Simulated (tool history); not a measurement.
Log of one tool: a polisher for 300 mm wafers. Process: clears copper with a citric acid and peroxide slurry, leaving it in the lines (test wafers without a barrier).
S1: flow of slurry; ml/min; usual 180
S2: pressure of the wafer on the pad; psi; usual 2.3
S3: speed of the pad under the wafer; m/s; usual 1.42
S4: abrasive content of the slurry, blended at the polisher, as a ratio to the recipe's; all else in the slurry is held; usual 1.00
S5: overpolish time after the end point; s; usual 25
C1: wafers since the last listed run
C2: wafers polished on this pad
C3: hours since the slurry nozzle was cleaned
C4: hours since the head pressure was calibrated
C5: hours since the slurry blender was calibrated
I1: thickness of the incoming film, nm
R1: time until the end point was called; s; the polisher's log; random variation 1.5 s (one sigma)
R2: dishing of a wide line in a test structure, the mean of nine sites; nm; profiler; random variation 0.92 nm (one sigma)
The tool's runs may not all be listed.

run 1 hour=0.0 | S1=180 S2=2.9 S3=1.42 S4=1.00 S5=25 | C1=0 C2=3506 C3=415.6 C4=224.6 C5=195.0 | I1=228.3 | R1=72.3 R2=49.3
run 2 hour=36.0 | S1=180 S2=2.9 S3=1.42 S4=1.00 S5=25 | C1=361 C2=3867 C3=451.6 C4=260.6 C5=231.0 | I1=229.2 | R1=75.8 R2=46.5
run 3 hour=97.1 | S1=180 S2=2.9 S3=1.42 S4=1.00 S5=25 | C1=613 C2=4480 C3=512.7 C4=321.7 C5=292.1 | I1=228.1 | R1=73.5 R2=44.8
run 4 hour=147.4 | S1=180 S2=2.3 S3=1.30 S4=1.00 S5=25 | C1=504 C2=4985 C3=563.0 C4=372.0 C5=342.4 | I1=232.4 | R1=103.1 R2=35.2
-- hour=197.7 worn pad replaced by a new one
-- hour=227.5 slurry nozzle cleaned
-- hour=253.7 slurry blender recalibrated
run 5 hour=255.5 | S1=180 S2=2.3 S3=1.42 S4=1.00 S5=25 | C1=1014 C2=549 C3=28.0 C4=480.1 C5=1.8 | I1=227.9 | R1=88.9 R2=41.4
-- hour=365.8 head pressure recalibrated
run 6 hour=421.2 | S1=180 S2=2.3 S3=1.42 S4=1.00 S5=25 | C1=1642 C2=2192 C3=193.7 C4=55.4 C5=167.5 | I1=228.1 | R1=92.5 R2=39.5
run 7 hour=488.1 | S1=210 S2=2.3 S3=1.80 S4=1.00 S5=38 | C1=671 C2=2864 C3=260.6 C4=122.3 C5=234.4 | I1=226.3 | R1=73.6 R2=61.9
run 8 hour=535.2 | S1=180 S2=2.3 S3=1.42 S4=1.00 S5=25 | C1=472 C2=3336 C3=307.7 C4=169.4 C5=281.5 | I1=227.0 | R1=91.9 R2=37.7
run 9 hour=594.0 | S1=180 S2=2.3 S3=1.42 S4=0.80 S5=34 | C1=590 C2=3926 C3=366.5 C4=228.2 C5=340.3 | I1=230.0 | R1=101.0 R2=47.7
run 10 hour=642.0 | S1=180 S2=2.3 S3=1.42 S4=1.00 S5=25 | C1=481 C2=4408 C3=414.5 C4=276.2 C5=388.3 | I1=227.5 | R1=100.4 R2=36.6
-- hour=647.8 worn pad replaced by a new one
run 11 hour=694.0 | S1=180 S2=2.3 S3=1.84 S4=1.00 S5=25 | C1=481 C2=463 C3=466.5 C4=328.2 C5=440.3 | I1=231.2 | R1=79.0 R2=43.3
-- hour=728.4 slurry blender recalibrated
run 12 hour=756.1 | S1=210 S2=2.3 S3=1.24 S4=0.90 S5=25 | C1=603 C2=1066 C3=528.6 C4=390.3 C5=27.7 | I1=231.7 | R1=108.5 R2=35.7
run 13 hour=783.2 | S1=180 S2=2.3 S3=0.96 S4=1.20 S5=25 | C1=271 C2=1338 C3=555.7 C4=417.4 C5=54.8 | I1=226.3 | R1=134.8 R2=28.0
-- hour=854.8 slurry nozzle cleaned
run 14 hour=969.8 | S1=160 S2=2.3 S3=1.42 S4=1.00 S5=11 | C1=1862 C2=3201 C3=115.0 C4=604.0 C5=241.4 | I1=233.2 | R1=92.4 R2=19.6
run 15 hour=1030.9 | S1=145 S2=2.8 S3=1.42 S4=1.20 S5=25 | C1=613 C2=3814 C3=176.1 C4=665.1 C5=302.5 | I1=231.2 | R1=77.6 R2=45.9
run 16 hour=1093.8 | S1=210 S2=2.3 S3=1.42 S4=1.00 S5=25 | C1=631 C2=4446 C3=239.0 C4=728.0 C5=365.4 | I1=228.2 | R1=89.9 R2=39.3
-- hour=1129.6 head pressure recalibrated
run 17 hour=1144.5 | S1=180 S2=2.9 S3=1.42 S4=0.85 S5=25 | C1=488 C2=4934 C3=289.7 C4=14.9 C5=416.1 | I1=232.9 | R1=78.8 R2=45.3
-- hour=1153.5 slurry blender recalibrated
-- hour=1161.1 worn pad replaced by a new one
run 18 hour=1183.3 | S1=180 S2=2.3 S3=1.42 S4=0.80 S5=25 | C1=329 C2=222 C3=328.5 C4=53.7 C5=29.8 | I1=227.7 | R1=96.2 R2=40.5
run 19 hour=1212.4 | S1=180 S2=2.3 S3=1.60 S4=1.00 S5=13 | C1=292 C2=514 C3=357.6 C4=82.8 C5=58.9 | I1=232.9 | R1=83.1 R2=26.5
run 20 hour=1248.0 | S1=180 S2=2.8 S3=1.42 S4=1.20 S5=19 | C1=357 C2=872 C3=393.2 C4=118.4 C5=94.5 | I1=227.3 | R1=72.7 R2=37.9
run 21 hour=1310.5 | S1=205 S2=2.3 S3=1.42 S4=1.00 S5=30 | C1=627 C2=1499 C3=455.7 C4=180.9 C5=157.0 | I1=228.8 | R1=87.8 R2=45.8
run 22 hour=1357.4 | S1=180 S2=3.0 S3=1.76 S4=1.00 S5=25 | C1=470 C2=1969 C3=502.6 C4=227.8 C5=203.9 | I1=228.0 | R1=58.7 R2=57.6
run 23 hour=1429.4 | S1=180 S2=2.3 S3=1.42 S4=1.00 S5=25 | C1=722 C2=2692 C3=574.6 C4=299.8 C5=275.9 | I1=229.8 | R1=92.7 R2=38.8
run 24 hour=1496.3 | S1=180 S2=2.3 S3=1.92 S4=0.85 S5=25 | C1=671 C2=3363 C3=641.5 C4=366.7 C5=342.8 | I1=228.8 | R1=72.1 R2=47.1
run 25 hour=1549.4 | S1=245 S2=2.0 S3=1.80 S4=1.20 S5=25 | C1=532 C2=3896 C3=694.6 C4=419.8 C5=395.9 | I1=230.7 | R1=80.4 R2=43.6
-- hour=1554.1 slurry nozzle cleaned
run 26 hour=1601.6 | S1=180 S2=2.3 S3=1.14 S4=1.00 S5=25 | C1=513 C2=4410 C3=47.5 C4=472.0 C5=448.1 | I1=230.7 | R1=115.7 R2=34.0
-- hour=1626.5 slurry blender recalibrated
run 27 hour=1650.8 | S1=180 S2=1.6 S3=1.64 S4=1.00 S5=25 | C1=473 C2=4884 C3=96.7 C4=521.2 C5=24.3 | I1=229.1 | R1=107.0 R2=34.0
-- hour=1666.3 worn pad replaced by a new one
run 28 hour=1695.1 | S1=180 S2=2.3 S3=1.26 S4=1.00 S5=25 | C1=404 C2=288 C3=141.0 C4=565.5 C5=68.6 | I1=228.0 | R1=100.0 R2=36.7

Hidden state or all else? Some run-to-run changes of R1, split into what the settings, what came in and random variation would give without the hidden state, and what is left for the hidden state (with any gauge scatter that isn't in both results):
The hidden state here: removal rate lost through wear of the pad, %; slurry flow missing at the pad, %; deviation of the head's pressure from its setpoint, %; abrasive missing from the slurry, %.
Run 4 -> 5: S3 1.30 -> 1.42, worn pad replaced by a new one, slurry nozzle cleaned, slurry blender recalibrated. R1 -14.2 s: hidden state -8.8, all else -5.4.
Run 13 -> 14: S1 180 -> 160, S3 0.96 -> 1.42, S4 1.20 -> 1.00, S5 25 -> 11, slurry nozzle cleaned. R1 -42.4 s: hidden state -14.1, all else -28.3.
Run 25 -> 26: S1 245 -> 180, S2 2.0 -> 2.3, S3 1.80 -> 1.14, S4 1.20 -> 1.00, slurry nozzle cleaned. R1 +35.3 s: hidden state +0.1, all else +35.2.
